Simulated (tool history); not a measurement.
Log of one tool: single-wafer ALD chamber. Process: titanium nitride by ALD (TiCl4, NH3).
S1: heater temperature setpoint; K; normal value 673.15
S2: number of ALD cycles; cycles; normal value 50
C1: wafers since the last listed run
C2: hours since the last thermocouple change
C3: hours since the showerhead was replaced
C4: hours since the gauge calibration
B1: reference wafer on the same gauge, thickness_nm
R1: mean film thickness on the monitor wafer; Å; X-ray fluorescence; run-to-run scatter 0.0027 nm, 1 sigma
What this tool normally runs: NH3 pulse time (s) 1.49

{"run": 1, "hour": 0.0, "S1": 673.15, "S2": 50, "NH3 pulse time (s)": 1.49, "C1": 0, "C2": 2024.9, "C3": 4064.5, "C4": 237, "B1": 1.104, "R1": 10.69}
{"run": 2, "hour": 28.5, "S1": 673.15, "S2": 50, "NH3 pulse time (s)": 1.22, "C1": 133, "C2": 2053.4, "C3": 4093, "C4": 265.5, "B1": 1.102, "R1": 10.58}
{"run": 3, "hour": 56.5, "S1": 673.15, "S2": 50, "NH3 pulse time (s)": 1.49, "C1": 131, "C2": 2081.4, "C3": 4121, "C4": 293.5, "B1": 1.099, "R1": 10.68}
{"run": 4, "hour": 69.8, "S1": 673.15, "S2": 50, "NH3 pulse time (s)": 1.66, "C1": 62, "C2": 2094.7, "C3": 4134.3, "C4": 306.8, "B1": 1.098, "R1": 10.65}
{"run": 5, "hour": 92.3, "S1": 673.15, "S2": 50, "NH3 pulse time (s)": 1.66, "C1": 105, "C2": 2117.2, "C3": 4156.8, "C4": 329.3, "B1": 1.097, "R1": 10.66}
{"run": 6, "hour": 105.4, "S1": 673.15, "S2": 50, "NH3 pulse time (s)": 1.66, "C1": 61, "C2": 2130.3, "C3": 4169.9, "C4": 342.4, "B1": 1.095, "R1": 10.63}
{"hour": 114.3, "done": "gauge calibrated"}
{"run": 7, "hour": 138.0, "S1": 673.15, "S2": 55, "NH3 pulse time (s)": 1.08, "C1": 153, "C2": 2162.9, "C3": 4202.5, "C4": 23.7, "B1": 1.111, "R1": 11.67}
{"hour": 154.9, "done": "thermocouple changed; heater temperature recalibrated"}
{"run": 8, "hour": 157.5, "S1": 678.15, "S2": 45, "NH3 pulse time (s)": 1.49, "C1": 54, "C2": 2.6, "C3": 4222, "C4": 43.2, "B1": 1.111, "R1": 9.74}
{"run": 9, "hour": 177.4, "S1": 673.15, "S2": 47, "NH3 pulse time (s)": 1.49, "C1": 93, "C2": 22.5, "C3": 4241.9, "C4": 63.1, "B1": 1.11, "R1": 10.09}
{"run": 10, "hour": 204.2, "S1": 680.15, "S2": 43, "NH3 pulse time (s)": 1.26, "C1": 125, "C2": 49.3, "C3": 4268.7, "C4": 89.9, "B1": 1.112, "R1": 9.24}
{"run": 11, "hour": 219.7, "S1": 685.15, "S2": 60, "NH3 pulse time (s)": 1.07, "C1": 72, "C2": 64.8, "C3": 4284.2, "C4": 105.4, "B1": 1.109, "R1": 12.82}
{"hour": 229.9, "done": "showerhead replaced"}
{"run": 12, "hour": 235.9, "S1": 673.15, "S2": 50, "NH3 pulse time (s)": 1.49, "C1": 38, "C2": 81, "C3": 6, "C4": 121.6, "B1": 1.11, "R1": 10.71}
{"run": 13, "hour": 264.2, "S1": 673.15, "S2": 50, "NH3 pulse time (s)": 1.49, "C1": 132, "C2": 109.3, "C3": 34.3, "C4": 149.9, "B1": 1.11, "R1": 10.71}
{"run": 14, "hour": 296.1, "S1": 679.15, "S2": 55, "NH3 pulse time (s)": 1.49, "C1": 149, "C2": 141.2, "C3": 66.2, "C4": 181.8, "B1": 1.108, "R1": 11.83}

Predict each of these 4 candidate next runs independently; none follows another, all start after run 14:
{"run": "A", "hour": 296.6, "S1": 673.15, "S2": 50, "NH3 pulse time (s)": 1.49, "C1": 2, "C2": 141.7, "C3": 66.7, "C4": 182.3, "B1": "?", "R1": "?"}
{"run": "B", "hour": 296.6, "S1": 673.15, "S2": 50, "NH3 pulse time (s)": 1.05, "C1": 2, "C2": 141.7, "C3": 66.7, "C4": 182.3, "B1": "?", "R1": "?"}
{"run": "C", "hour": 296.6, "S1": 667.15, "S2": 60, "NH3 pulse time (s)": 1.7, "C1": 2, "C2": 141.7, "C3": 66.7, "C4": 182.3, "B1": "?", "R1": "?"}
{"run": "D", "hour": 296.6, "S1": 662.15, "S2": 57, "NH3 pulse time (s)": 0.99, "C1": 2, "C2": 141.7, "C3": 66.7, "C4": 182.3, "B1": "?", "R1": "?"}

run=A B1=1.108 R1=10.71
run=B B1=1.108 R1=10.52
run=C B1=1.108 R1=12.84
run=D B1=1.108 R1=11.72
With no hidden state in the tool, these same runs would have given:
run=A R1=10.74
run=B R1=10.55
run=C R1=12.87
run=D R1=11.75

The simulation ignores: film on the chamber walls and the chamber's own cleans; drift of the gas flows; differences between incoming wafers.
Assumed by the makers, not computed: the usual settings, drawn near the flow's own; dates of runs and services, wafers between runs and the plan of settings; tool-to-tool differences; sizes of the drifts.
